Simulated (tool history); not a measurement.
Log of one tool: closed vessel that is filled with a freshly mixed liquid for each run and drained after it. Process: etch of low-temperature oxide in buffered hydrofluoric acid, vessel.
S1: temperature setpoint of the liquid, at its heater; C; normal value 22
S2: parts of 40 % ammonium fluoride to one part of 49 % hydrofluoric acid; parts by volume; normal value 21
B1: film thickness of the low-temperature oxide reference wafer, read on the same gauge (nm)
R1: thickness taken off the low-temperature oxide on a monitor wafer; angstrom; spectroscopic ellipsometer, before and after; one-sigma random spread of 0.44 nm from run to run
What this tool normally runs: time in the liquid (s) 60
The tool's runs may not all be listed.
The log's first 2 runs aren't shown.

run 3 hour=18.0 | S1=22 S2=21 time_in_the_liquid_(s)=80 | B1=110.03 | R1=1597.3
run 4 hour=32.8 | S1=22 S2=21 time_in_the_liquid_(s)=80 | B1=109.97 | R1=1586.7
run 5 hour=44.3 | S1=22 S2=21 time_in_the_liquid_(s)=30 | B1=109.98 | R1=595.9
run 6 hour=57.9 | S1=22 S2=21 time_in_the_liquid_(s)=30 | B1=110.00 | R1=593.7
run 7 hour=67.7 | S1=22 S2=21 time_in_the_liquid_(s)=60 | B1=110.01 | R1=1188.2
run 8 hour=79.6 | S1=22 S2=21 time_in_the_liquid_(s)=60 | B1=110.01 | R1=1192.7
run 9 hour=88.4 | S1=22 S2=21 time_in_the_liquid_(s)=60 | B1=110.02 | R1=1191.4
run 10 hour=105.1 | S1=22 S2=21 time_in_the_liquid_(s)=60 | B1=110.00 | R1=1180.6
run 11 hour=114.1 | S1=22 S2=21 time_in_the_liquid_(s)=60 | B1=110.01 | R1=1185.9
-- hour=118.3 gauge calibrated
run 12 hour=131.1 | S1=22 S2=21 time_in_the_liquid_(s)=60 | B1=110.02 | R1=1194.2
run 13 hour=138.6 | S1=22 S2=21 time_in_the_liquid_(s)=60 | B1=110.03 | R1=1182.4
-- hour=139.7 thermometer replaced
run 14 hour=148.2 | S1=22 S2=21 time_in_the_liquid_(s)=60 | B1=110.02 | R1=1189.3
-- hour=154.5 hydrofluoric acid flow meter replaced
run 15 hour=155.6 | S1=22 S2=21 time_in_the_liquid_(s)=60 | B1=109.99 | R1=1277.5
run 16 hour=164.6 | S1=22 S2=21 time_in_the_liquid_(s)=40 | B1=109.98 | R1=849.2

Run 17 comes next. What will it give?
run 17 hour=181.4 | S1=25 S2=23 time_in_the_liquid_(s)=95 | B1=? | R1=?

B1: 110.01
R1: 2236.9 angstrom
With the hidden condition absent and the run-to-run variation left alone, this run would have shown R1 2269.3 angstrom.

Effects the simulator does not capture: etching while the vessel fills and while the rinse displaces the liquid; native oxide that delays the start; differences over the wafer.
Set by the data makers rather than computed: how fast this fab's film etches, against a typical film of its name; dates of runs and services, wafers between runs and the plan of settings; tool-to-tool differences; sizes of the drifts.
